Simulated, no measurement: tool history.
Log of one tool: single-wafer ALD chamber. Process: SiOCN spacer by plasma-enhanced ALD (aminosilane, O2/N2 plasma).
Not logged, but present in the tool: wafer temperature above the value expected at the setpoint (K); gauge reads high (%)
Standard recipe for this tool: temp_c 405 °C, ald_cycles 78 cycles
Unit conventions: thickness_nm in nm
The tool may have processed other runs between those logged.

run,hour,temp_c,ald_cycles,wafers since the last listed run,hours since the last thermocouple change,hours since the gauge calibration,"read-back reference wafer on the same gauge, thickness_nm",thickness_nm
1,0,405,78,0,2253.9,453,3.938,4.537
2,68,405,82,137,2321.9,521,3.939,4.789
# hour 126.8: gauge calibrated
3,129.3,405,78,124,2383.2,2.5,3.937,4.523
4,153.6,405,78,49,2407.5,26.8,3.938,4.523
5,225.4,405,78,145,2479.3,98.6,3.94,4.537
6,276.6,394,67,103,2530.5,149.8,3.938,3.954
7,310.3,405,78,68,2564.2,183.5,3.94,4.534
8,346.2,405,78,72,2600.1,219.4,3.942,4.523
9,375.2,405,78,58,2629.1,248.4,3.939,4.538
10,441.1,395,78,133,2695,314.3,3.938,4.598
# hour 474.7: thermocouple changed; heater temperature recalibrated
11,476,412,85,54,1.3,349.2,3.94,4.847

Run 12 comes next. What will it give?
# hour 590.2: gauge calibrated
12,625,405,78,302,150.3,34.8,?,?

For run 12 the tool returned read-back reference wafer on the same gauge, thickness_nm 3.941, thickness_nm 4.52 nm.
The same run, on a tool lacking any hidden state, would have yielded thickness_nm 4.52 nm.
